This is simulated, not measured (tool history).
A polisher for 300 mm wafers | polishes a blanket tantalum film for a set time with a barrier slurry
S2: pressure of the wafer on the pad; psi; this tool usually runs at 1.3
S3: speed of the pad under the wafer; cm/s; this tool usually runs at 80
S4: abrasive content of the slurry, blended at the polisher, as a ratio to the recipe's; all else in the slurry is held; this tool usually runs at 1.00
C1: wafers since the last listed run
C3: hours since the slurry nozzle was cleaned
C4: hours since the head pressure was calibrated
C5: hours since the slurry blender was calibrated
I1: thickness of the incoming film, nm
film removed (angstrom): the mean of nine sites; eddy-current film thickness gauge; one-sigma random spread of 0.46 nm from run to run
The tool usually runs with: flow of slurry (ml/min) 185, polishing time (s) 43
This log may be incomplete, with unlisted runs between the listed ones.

Run 1, hour 0.0: usual settings; C1 0; wafers polished on this pad 537; C3 146.1; C4 201.4; C5 116.1; I1 345.6. Result: film removed (angstrom) 417.
Run 2, hour 25.9: usual settings; C1 261; wafers polished on this pad 799; C3 172.0; C4 227.3; C5 142.0; I1 348.3. Result: film removed (angstrom) 419.
Run 3, hour 56.1: usual settings; C1 304; wafers polished on this pad 1103; C3 202.2; C4 257.5; C5 172.2; I1 350.9. Result: film removed (angstrom) 413.
At hour 65.8: worn pad replaced by a new one.
Run 4, hour 70.5: usual settings; C1 104; wafers polished on this pad 47; C3 216.6; C4 271.9; C5 186.6; I1 353.9. Result: film removed (angstrom) 443.
Run 5, hour 100.0: usual settings; C1 297; wafers polished on this pad 345; C3 246.1; C4 301.4; C5 216.1; I1 351.4. Result: film removed (angstrom) 422.
Run 6, hour 129.7: usual settings; C1 299; wafers polished on this pad 645; C3 275.8; C4 331.1; C5 245.8; I1 348.0. Result: film removed (angstrom) 421.
Run 7, hour 145.3: usual settings but S2 1.0 psi; C1 157; wafers polished on this pad 802; C3 291.4; C4 346.7; C5 261.4; I1 350.3. Result: film removed (angstrom) 318.
Run 8, hour 165.5: usual settings; C1 203; wafers polished on this pad 1006; C3 311.6; C4 366.9; C5 281.6; I1 348.8. Result: film removed (angstrom) 417.
At hour 184.7: worn pad replaced by a new one.
Run 9, hour 191.3: usual settings; C1 220; wafers polished on this pad 66; C3 337.4; C4 392.7; C5 307.4; I1 350.7. Result: film removed (angstrom) 392.
At hour 200.2: head pressure recalibrated.
Run 10, hour 210.0: usual settings; C1 168; wafers polished on this pad 234; C3 356.1; C4 9.8; C5 326.1; I1 346.1. Result: film removed (angstrom) 388.
Run 11, hour 227.4: usual settings but S4 1.15; C1 175; wafers polished on this pad 410; C3 373.5; C4 27.2; C5 343.5; I1 352.6. Result: film removed (angstrom) 398.
Run 12, hour 243.9: usual settings but S4 1.15; C1 166; wafers polished on this pad 577; C3 390.0; C4 43.7; C5 360.0; I1 347.9. Result: film removed (angstrom) 388.
At hour 250.2: slurry nozzle cleaned.
Run 13, hour 259.5: usual settings but S4 0.90; C1 147; wafers polished on this pad 724; C3 9.3; C4 59.3; C5 375.6; I1 354.6. Result: film removed (angstrom) 362.
Run 14, hour 291.8: usual settings but flow of slurry (ml/min) 245, S2 1.8 psi, S4 0.70; C1 326; wafers polished on this pad 1050; C3 41.6; C4 91.6; C5 407.9; I1 352.0. Result: film removed (angstrom) 472.
At hour 303.9: slurry blender recalibrated.
Run 15, hour 318.1: usual settings; C1 245; wafers polished on this pad 1295; C3 67.9; C4 117.9; C5 14.2; I1 350.5. Result: film removed (angstrom) 368.
At hour 326.1: worn pad replaced by a new one, repeated, since the last time left the tool worse.
Run 16, hour 353.6: usual settings but polishing time (s) 57; C1 317; wafers polished on this pad 277; C3 103.4; C4 153.4; C5 49.7; I1 344.4. Result: film removed (angstrom) 566.
Run 17, hour 388.3: usual settings but flow of slurry (ml/min) 240, S2 1.6 psi, S4 0.80, polishing time (s) 49; C1 350; wafers polished on this pad 627; C3 138.1; C4 188.1; C5 84.4; I1 352.0. Result: film removed (angstrom) 569.
Run 18, hour 410.2: usual settings but S3 72 cm/s, polishing time (s) 51; C1 221; wafers polished on this pad 848; C3 160.0; C4 210.0; C5 106.3; I1 355.2. Result: film removed (angstrom) 439.
Run 19, hour 427.1: usual settings but flow of slurry (ml/min) 235, S2 1.5 psi, S3 100 cm/s, polishing time (s) 48; C1 170; wafers polished on this pad 1019; C3 176.9; C4 226.9; C5 123.2; I1 345.7. Result: film removed (angstrom) 675.
At hour 446.4: worn pad replaced by a new one.
Run 20, hour 448.0: usual settings; C1 170; wafers polished on this pad 15; C3 197.8; C4 247.8; C5 144.1; I1 347.8. Result: film removed (angstrom) 432.
Run 21, hour 460.9: usual settings but S2 1.5 psi, S4 0.85; C1 130; wafers polished on this pad 146; C3 210.7; C4 260.7; C5 157.0; I1 355.0. Result: film removed (angstrom) 475.
Run 22, hour 485.6: usual settings but S2 1.5 psi, S3 70 cm/s; C1 249; wafers polished on this pad 395; C3 235.4; C4 285.4; C5 181.7; I1 344.4. Result: film removed (angstrom) 429.
Run 23, hour 521.4: usual settings; C1 361; wafers polished on this pad 756; C3 271.2; C4 321.2; C5 217.5; I1 346.3. Result: film removed (angstrom) 423.
Run 24, hour 543.1: usual settings but polishing time (s) 37; C1 219; wafers polished on this pad 975; C3 292.9; C4 342.9; C5 239.2; I1 350.9. Result: film removed (angstrom) 359.
Run 25, hour 555.5: usual settings but S2 1.6 psi, S3 72 cm/s, polishing time (s) 54; C1 125; wafers polished on this pad 1100; C3 305.3; C4 355.3; C5 251.6; I1 356.6. Result: film removed (angstrom) 588.
At hour 584.1: worn pad replaced by a new one.
Run 26, hour 584.6: usual settings but flow of slurry (ml/min) 245, S2 1.8 psi, S4 0.70; C1 253; wafers polished on this pad 5; C3 334.4; C4 384.4; C5 280.7; I1 353.1. Result: film removed (angstrom) 561.
Run 27, hour 613.3: usual settings; C1 289; wafers polished on this pad 295; C3 363.1; C4 413.1; C5 309.4; I1 350.9. Result: film removed (angstrom) 430.

Exercise: give the hidden state of the tool at every run:
slurry flow missing at the pad, %: 0 on each run
deviation of the head's pressure from its setpoint, %: 0 on each run
abrasive missing from the slurry, %: 0 on each run
H1: removal rate lost through wear of the pad, %
run     H1
  1   4.42
  2   5.15
  3   5.58
  4  0.843
  5   3.46
  6   4.73
  7   5.11
  8   5.43
  9   10.9
 10   12.7
 11   13.8
 12   14.4
 13   14.9
 14   15.4
 15   15.6
 16    3.3
 17   4.97
 18   5.48
 19   5.73
 20  0.422
 21   1.91
 22   3.73
 23      5
 24   5.38
 25   5.52
 26  0.222
 27   3.06
